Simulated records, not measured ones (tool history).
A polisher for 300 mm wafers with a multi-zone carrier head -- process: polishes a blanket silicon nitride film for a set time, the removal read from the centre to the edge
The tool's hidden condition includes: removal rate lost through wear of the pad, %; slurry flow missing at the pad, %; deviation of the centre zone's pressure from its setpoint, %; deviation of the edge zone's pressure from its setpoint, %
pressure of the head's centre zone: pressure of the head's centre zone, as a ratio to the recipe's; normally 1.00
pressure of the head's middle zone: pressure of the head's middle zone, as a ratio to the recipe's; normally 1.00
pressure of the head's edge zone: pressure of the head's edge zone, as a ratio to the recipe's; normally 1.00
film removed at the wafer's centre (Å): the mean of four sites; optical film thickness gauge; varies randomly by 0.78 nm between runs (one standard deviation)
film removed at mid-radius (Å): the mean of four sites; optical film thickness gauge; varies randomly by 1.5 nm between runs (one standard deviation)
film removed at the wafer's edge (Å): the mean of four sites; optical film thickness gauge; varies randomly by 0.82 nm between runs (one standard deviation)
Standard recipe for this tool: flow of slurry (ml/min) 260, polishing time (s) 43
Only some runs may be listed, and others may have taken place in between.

| run | hour | flow of slurry (ml/min) | pressure of the head's centre zone | pressure of the head's middle zone | pressure of the head's edge zone | polishing time (s) | wafers since the last listed run | wafers polished on this pad | hours since the slurry nozzle was cleaned | hours since the centre zone pressure was calibrated | hours since the edge zone pressure was calibrated | hours since the carrier head's membrane was replaced | incoming thickness of the incoming film, nm | film removed at the wafer's centre (Å) | film removed at mid-radius (Å) | film removed at the wafer's edge (Å) |
|---|---|---|---|---|---|---|---|---|---|---|---|---|---|---|---|---|
| 1 | 0.0 | 285 | 1.00 | 1.00 | 1.00 | 43 | 0 | 8180 | 81.6 | 701.2 | 537.7 | 154.3 | 578.0 | 1025 | 996 | 1029 |
|  | 62.8 | worn pad replaced by a new one |
| 2 | 76.6 | 260 | 1.00 | 1.00 | 1.00 | 43 | 841 | 159 | 158.2 | 777.8 | 614.3 | 230.9 | 572.6 | 1017 | 975 | 1006 |
| 3 | 120.4 | 260 | 1.00 | 0.89 | 1.00 | 37 | 507 | 667 | 202.0 | 821.6 | 658.1 | 274.7 | 572.6 | 871 | 757 | 853 |
| 4 | 207.0 | 260 | 1.00 | 1.00 | 1.00 | 43 | 1003 | 1670 | 288.6 | 908.2 | 744.7 | 361.3 | 571.1 | 995 | 923 | 1007 |
| 5 | 276.8 | 260 | 1.00 | 1.00 | 1.00 | 43 | 808 | 2479 | 358.4 | 978.0 | 814.5 | 431.1 | 559.5 | 996 | 952 | 1000 |
|  | 284.9 | edge zone pressure recalibrated |
|  | 336.0 | centre zone pressure recalibrated |
| 6 | 366.9 | 190 | 1.11 | 1.00 | 1.10 | 28 | 997 | 3477 | 448.5 | 30.9 | 82.0 | 521.2 | 569.2 | 680 | 573 | 660 |
| 7 | 505.7 | 290 | 0.91 | 1.09 | 1.09 | 43 | 1608 | 5085 | 587.3 | 169.7 | 220.8 | 660.0 | 561.7 | 922 | 1036 | 1044 |
| 8 | 575.3 | 260 | 1.00 | 1.00 | 1.00 | 43 | 806 | 5891 | 656.9 | 239.3 | 290.4 | 729.6 | 577.6 | 990 | 925 | 1002 |
| 9 | 685.0 | 215 | 1.00 | 1.00 | 0.91 | 43 | 1271 | 7162 | 766.6 | 349.0 | 400.1 | 839.3 | 579.1 | 957 | 909 | 936 |
| 10 | 729.8 | 260 | 1.00 | 1.00 | 1.00 | 37 | 519 | 7681 | 811.4 | 393.8 | 444.9 | 884.1 | 572.5 | 861 | 792 | 851 |
|  | 745.1 | slurry nozzle cleaned |
| 11 | 802.4 | 260 | 1.07 | 1.07 | 1.00 | 43 | 829 | 8511 | 57.3 | 466.4 | 517.5 | 956.7 | 570.6 | 1093 | 992 | 1017 |
|  | 878.5 | worn pad replaced by a new one |
| 12 | 889.0 | 330 | 1.09 | 1.00 | 0.93 | 43 | 957 | 121 | 143.9 | 553.0 | 604.1 | 1043.3 | 568.0 | 1138 | 994 | 988 |
| 13 | 953.9 | 260 | 1.07 | 1.07 | 1.00 | 43 | 751 | 873 | 208.8 | 617.9 | 669.0 | 1108.2 | 559.1 | 1082 | 1027 | 1008 |
|  | 963.3 | carrier head's membrane replaced by a new one |
| 14 | 1054.1 | 260 | 1.00 | 1.00 | 1.00 | 43 | 1103 | 1976 | 309.0 | 718.1 | 769.2 | 90.8 | 573.8 | 1004 | 965 | 1007 |
|  | 1122.0 | edge zone pressure recalibrated |
| 15 | 1126.2 | 260 | 1.00 | 1.00 | 1.00 | 43 | 812 | 2788 | 381.1 | 790.2 | 4.2 | 162.9 | 565.4 | 1012 | 956 | 1004 |
| 16 | 1214.7 | 330 | 1.00 | 1.03 | 1.00 | 39 | 1025 | 3813 | 469.6 | 878.7 | 92.7 | 251.4 | 557.9 | 934 | 901 | 933 |
| 17 | 1298.6 | 260 | 1.00 | 1.00 | 1.00 | 54 | 972 | 4786 | 553.5 | 962.6 | 176.6 | 335.3 | 578.9 | 1257 | 1185 | 1261 |
| 18 | 1371.7 | 200 | 1.00 | 1.00 | 1.00 | 48 | 846 | 5633 | 626.6 | 1035.7 | 249.7 | 408.4 | 563.2 | 1060 | 984 | 1065 |
|  | 1406.6 | centre zone pressure recalibrated |
|  | 1487.1 | slurry nozzle cleaned |
| 19 | 1588.3 | 195 | 1.00 | 0.95 | 1.05 | 43 | 2474 | 8108 | 101.2 | 181.7 | 466.3 | 625.0 | 567.0 | 973 | 860 | 999 |
| 20 | 1672.4 | 295 | 1.09 | 1.00 | 1.08 | 48 | 974 | 9082 | 185.3 | 265.8 | 550.4 | 709.1 | 571.5 | 1272 | 1076 | 1172 |
|  | 1688.4 | worn pad replaced by a new one |
| 21 | 1743.4 | 260 | 0.96 | 0.89 | 1.07 | 43 | 776 | 637 | 256.3 | 336.8 | 621.4 | 780.1 | 574.2 | 967 | 890 | 1025 |

Here are 5 independent what-if runs from the current tool condition. What would each one return?
| A | 1743.8 | 260 | 1.00 | 0.95 | 1.00 | 43 | 4 | 642 | 256.7 | 337.2 | 621.8 | 780.5 | 580.1 | ? | ? | ? |
| B | 1743.8 | 260 | 1.05 | 1.00 | 0.94 | 43 | 4 | 642 | 256.7 | 337.2 | 621.8 | 780.5 | 580.1 | ? | ? | ? |
| C | 1743.8 | 300 | 1.00 | 1.00 | 1.00 | 48 | 4 | 642 | 256.7 | 337.2 | 621.8 | 780.5 | 580.1 | ? | ? | ? |
| D | 1743.8 | 300 | 1.00 | 1.03 | 0.91 | 32 | 4 | 642 | 256.7 | 337.2 | 621.8 | 780.5 | 580.1 | ? | ? | ? |
| E | 1743.8 | 180 | 1.00 | 1.07 | 0.91 | 43 | 4 | 642 | 256.7 | 337.2 | 621.8 | 780.5 | 580.1 | ? | ? | ? |

| run | film removed at the wafer's centre (Å) | film removed at mid-radius (Å) | film removed at the wafer's edge (Å) |
|---|---|---|---|
| A | 1005 | 922 | 995 |
| B | 1056 | 955 | 965 |
| C | 1146 | 1087 | 1126 |
| D | 764 | 740 | 717 |
| E | 934 | 938 | 905 |
Had the tool no hidden state, the same runs would have come out as:
| run | film removed at the wafer's centre (Å) | film removed at mid-radius (Å) | film removed at the wafer's edge (Å) |
|---|---|---|---|
| A | 1028 | 941 | 1010 |
| B | 1080 | 975 | 980 |
| C | 1168 | 1106 | 1140 |
| D | 779 | 753 | 727 |
| E | 965 | 966 | 924 |
